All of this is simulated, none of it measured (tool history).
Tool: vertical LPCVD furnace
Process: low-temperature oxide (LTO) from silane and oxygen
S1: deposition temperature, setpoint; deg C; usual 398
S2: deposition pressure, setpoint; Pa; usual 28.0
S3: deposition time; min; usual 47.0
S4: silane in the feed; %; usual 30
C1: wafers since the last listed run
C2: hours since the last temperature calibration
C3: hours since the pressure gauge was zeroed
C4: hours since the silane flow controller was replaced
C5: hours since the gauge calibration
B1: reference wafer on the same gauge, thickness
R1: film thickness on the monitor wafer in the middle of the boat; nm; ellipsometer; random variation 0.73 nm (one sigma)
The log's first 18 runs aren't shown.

{"hour": 857.7, "done": "pressure gauge zeroed"}
{"run": 19, "hour": 858.2, "S1": 404, "S2": 34.7, "S3": 47.0, "S4": 30, "C1": 690, "C2": 3058.0, "C3": 0.5, "C4": 144.3, "C5": 642.9, "B1": 223.04, "R1": 372.4}
{"run": 20, "hour": 864.9, "S1": 398, "S2": 23.3, "S3": 47.0, "S4": 32, "C1": 140, "C2": 3064.7, "C3": 7.2, "C4": 151.0, "C5": 649.6, "B1": 222.89, "R1": 256.37}
{"run": 21, "hour": 892.2, "S1": 398, "S2": 26.0, "S3": 56.0, "S4": 30, "C1": 571, "C2": 3092.0, "C3": 34.5, "C4": 178.3, "C5": 676.9, "B1": 222.95, "R1": 309.08}
{"run": 22, "hour": 923.0, "S1": 398, "S2": 28.0, "S3": 47.0, "S4": 27, "C1": 644, "C2": 3122.8, "C3": 65.3, "C4": 209.1, "C5": 707.7, "B1": 222.68, "R1": 239.2}
{"run": 23, "hour": 964.0, "S1": 398, "S2": 30.0, "S3": 39.5, "S4": 34, "C1": 858, "C2": 3163.8, "C3": 106.3, "C4": 250.1, "C5": 748.7, "B1": 223.12, "R1": 300.39}
{"hour": 1048.9, "done": "thermocouples replaced and temperature profile calibrated"}
{"run": 24, "hour": 1136.9, "S1": 398, "S2": 28.0, "S3": 62.0, "S4": 30, "C1": 3116, "C2": 88.0, "C3": 279.2, "C4": 423.0, "C5": 921.6, "B1": 223.15, "R1": 354.67}
{"run": 25, "hour": 1195.5, "S1": 398, "S2": 23.3, "S3": 59.0, "S4": 30, "C1": 1226, "C2": 146.6, "C3": 337.8, "C4": 481.6, "C5": 980.2, "B1": 222.96, "R1": 279.72}
{"run": 26, "hour": 1237.9, "S1": 398, "S2": 22.7, "S3": 47.0, "S4": 26, "C1": 887, "C2": 189.0, "C3": 380.2, "C4": 524.0, "C5": 1022.6, "B1": 223.09, "R1": 176.49}
{"run": 27, "hour": 1289.2, "S1": 398, "S2": 28.0, "S3": 47.0, "S4": 30, "C1": 1073, "C2": 240.3, "C3": 431.5, "C4": 575.3, "C5": 1073.9, "B1": 223.15, "R1": 269.76}
{"run": 28, "hour": 1333.3, "S1": 398, "S2": 28.0, "S3": 47.0, "S4": 30, "C1": 922, "C2": 284.4, "C3": 475.6, "C4": 619.4, "C5": 1118.0, "B1": 222.76, "R1": 269.78}
{"run": 29, "hour": 1378.0, "S1": 398, "S2": 28.0, "S3": 32.0, "S4": 35, "C1": 935, "C2": 329.1, "C3": 520.3, "C4": 664.1, "C5": 1162.7, "B1": 223.15, "R1": 228.05}

The next listed run, before its measurement:
{"run": 30, "hour": 1441.2, "S1": 398, "S2": 28.0, "S3": 47.0, "S4": 30, "C1": 1322, "C2": 392.3, "C3": 583.5, "C4": 727.3, "C5": 1225.9, "B1": "?", "R1": "?"}

B1: 222.73
R1: 268.87 nm
Without the tool's hidden state the same run would have given R1 267.02 nm.
